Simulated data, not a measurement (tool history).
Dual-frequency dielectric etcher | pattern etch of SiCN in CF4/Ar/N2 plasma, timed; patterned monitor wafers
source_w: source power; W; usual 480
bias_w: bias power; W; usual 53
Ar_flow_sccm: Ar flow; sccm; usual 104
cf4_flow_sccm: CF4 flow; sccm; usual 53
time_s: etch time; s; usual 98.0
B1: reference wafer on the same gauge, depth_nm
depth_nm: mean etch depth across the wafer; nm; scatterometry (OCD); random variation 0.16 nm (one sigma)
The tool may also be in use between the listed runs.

run 1 day=0.000 | source_w=480 bias_w=53 Ar_flow_sccm=104 cf4_flow_sccm=53 time_s=106.5 | B1=77.3 | depth_nm=71.2
run 2 day=1.796 | source_w=480 bias_w=53 Ar_flow_sccm=104 cf4_flow_sccm=53 time_s=106.5 | B1=77.2 | depth_nm=70.6
run 3 day=2.638 | source_w=480 bias_w=53 Ar_flow_sccm=104 cf4_flow_sccm=53 time_s=106.5 | B1=77.3 | depth_nm=70.7
run 4 day=3.300 | source_w=480 bias_w=53 Ar_flow_sccm=104 cf4_flow_sccm=53 time_s=98.0 | B1=77.4 | depth_nm=65.0
-- day=4.588 upper electrode replaced, of another model than before
run 5 day=4.608 | source_w=480 bias_w=53 Ar_flow_sccm=104 cf4_flow_sccm=53 time_s=98.0 | B1=77.3 | depth_nm=65.3
run 6 day=4.675 | source_w=480 bias_w=53 Ar_flow_sccm=104 cf4_flow_sccm=53 time_s=98.0 | B1=77.2 | depth_nm=64.8
run 7 day=5.167 | source_w=480 bias_w=53 Ar_flow_sccm=104 cf4_flow_sccm=53 time_s=98.0 | B1=77.3 | depth_nm=65.0
run 8 day=5.567 | source_w=480 bias_w=53 Ar_flow_sccm=104 cf4_flow_sccm=53 time_s=98.0 | B1=77.2 | depth_nm=65.4
-- day=6.054 gauge calibrated
-- day=6.171 Ar flow controller replaced
-- day=7.054 wet clean of the chamber
run 9 day=7.075 | source_w=480 bias_w=53 Ar_flow_sccm=104 cf4_flow_sccm=53 time_s=98.0 | B1=77.3 | depth_nm=65.9
run 10 day=7.088 | source_w=560 bias_w=48 Ar_flow_sccm=81 cf4_flow_sccm=57 time_s=98.0 | B1=77.2 | depth_nm=73.7
run 11 day=7.104 | source_w=480 bias_w=53 Ar_flow_sccm=104 cf4_flow_sccm=53 time_s=98.0 | B1=77.3 | depth_nm=65.9
run 12 day=7.179 | source_w=550 bias_w=53 Ar_flow_sccm=104 cf4_flow_sccm=48 time_s=98.0 | B1=77.3 | depth_nm=70.5
-- day=7.583 source power generator calibrated
run 13 day=7.604 | source_w=480 bias_w=53 Ar_flow_sccm=104 cf4_flow_sccm=44 time_s=98.0 | B1=77.3 | depth_nm=64.2
run 14 day=7.850 | source_w=480 bias_w=60 Ar_flow_sccm=95 cf4_flow_sccm=53 time_s=98.0 | B1=77.3 | depth_nm=70.3
-- day=8.525 bias power generator calibrated
-- day=8.742 CF4 flow controller replaced
run 15 day=8.762 | source_w=480 bias_w=53 Ar_flow_sccm=104 cf4_flow_sccm=53 time_s=98.0 | B1=77.3 | depth_nm=65.3
run 16 day=10.112 | source_w=480 bias_w=53 Ar_flow_sccm=122 cf4_flow_sccm=53 time_s=98.0 | B1=77.3 | depth_nm=63.6
run 17 day=11.629 | source_w=480 bias_w=53 Ar_flow_sccm=88 cf4_flow_sccm=46 time_s=113.0 | B1=77.4 | depth_nm=77.4
run 18 day=12.075 | source_w=400 bias_w=57 Ar_flow_sccm=104 cf4_flow_sccm=53 time_s=98.0 | B1=77.3 | depth_nm=60.9
run 19 day=13.404 | source_w=480 bias_w=53 Ar_flow_sccm=104 cf4_flow_sccm=53 time_s=98.0 | B1=77.3 | depth_nm=65.2

Hidden state or all else? Some run-to-run changes of depth_nm, split into what the settings, what came in and random variation would give without the hidden state, and what is left for the hidden state (with any gauge scatter that isn't in both results):
The hidden state here: etch rate over this chamber's usual, %; source power that arrives over what is set, %; bias power that arrives over what is set, %; Ar flow that arrives over what is set, %; CF4 flow that arrives over what is set, %; gauge reads high (%).
Run 8 -> 9: gauge calibrated, Ar flow controller replaced, wet clean of the chamber. depth_nm +0.5 nm: hidden state +0.7, all else -0.2.
Run 17 -> 18: source_w 480 -> 400, bias_w 53 -> 57, Ar_flow_sccm 88 -> 104, cf4_flow_sccm 46 -> 53, time_s 113.0 -> 98.0. depth_nm -16.5 nm: hidden state +0.0, all else -16.5.

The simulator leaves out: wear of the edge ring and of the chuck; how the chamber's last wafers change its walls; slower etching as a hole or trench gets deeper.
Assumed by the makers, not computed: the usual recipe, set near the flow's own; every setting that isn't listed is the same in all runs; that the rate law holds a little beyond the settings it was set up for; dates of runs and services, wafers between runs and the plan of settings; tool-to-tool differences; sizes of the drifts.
